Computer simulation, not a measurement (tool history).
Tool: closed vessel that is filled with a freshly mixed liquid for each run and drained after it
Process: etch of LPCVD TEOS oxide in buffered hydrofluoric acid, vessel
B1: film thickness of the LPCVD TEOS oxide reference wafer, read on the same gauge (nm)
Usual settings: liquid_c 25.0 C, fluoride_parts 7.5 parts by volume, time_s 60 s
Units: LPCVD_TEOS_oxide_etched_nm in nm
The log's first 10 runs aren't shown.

Run 11, day 5.412: usual settings; B1 110.01. Result: LPCVD_TEOS_oxide_etched_nm 362.78 nm.
Run 12, day 5.967: usual settings but liquid_c 24.0 C; B1 109.99. Result: LPCVD_TEOS_oxide_etched_nm 343.56 nm.
Run 13, day 6.246: usual settings but liquid_c 24.0 C; B1 109.99. Result: LPCVD_TEOS_oxide_etched_nm 344.92 nm.
At day 6.508: gauge calibrated.
At day 6.658: thermometer replaced.
Run 14, day 6.679: usual settings but liquid_c 24.0 C; B1 109.97. Result: LPCVD_TEOS_oxide_etched_nm 390.40 nm.
Run 15, day 8.350: usual settings but liquid_c 23.0 C, fluoride_parts 9.5 parts by volume, time_s 50 s; B1 109.99. Result: LPCVD_TEOS_oxide_etched_nm 243.59 nm.
Run 16, day 8.954: usual settings but fluoride_parts 10.0 parts by volume, time_s 75 s; B1 110.01. Result: LPCVD_TEOS_oxide_etched_nm 393.95 nm.
Run 17, day 10.742: usual settings but liquid_c 27.5 C, fluoride_parts 10.0 parts by volume, time_s 30 s; B1 110.00. Result: LPCVD_TEOS_oxide_etched_nm 178.36 nm.
Run 18, day 12.462: usual settings but liquid_c 28.0 C, fluoride_parts 9.0 parts by volume; B1 109.98. Result: LPCVD_TEOS_oxide_etched_nm 390.14 nm.
Run 19, day 12.979: usual settings but liquid_c 22.0 C, fluoride_parts 5.5 parts by volume; B1 110.01. Result: LPCVD_TEOS_oxide_etched_nm 451.50 nm.
At day 13.354: hydrofluoric acid flow meter replaced.
Run 20, day 13.442: usual settings but time_s 40 s; B1 110.02. Result: LPCVD_TEOS_oxide_etched_nm 268.90 nm.
Run 21, day 13.846: usual settings; B1 110.02. Result: LPCVD_TEOS_oxide_etched_nm 403.46 nm.

Run 22 comes next. What will it give?
Run 22, day 14.529: usual settings; B1 ?. Result: LPCVD_TEOS_oxide_etched_nm ?.

{"run 22": {"B1": 110.0, "LPCVD_TEOS_oxide_etched_nm": 402.15}}
Without the tool's hidden state the same run would have given LPCVD_TEOS_oxide_etched_nm 414.32 nm.
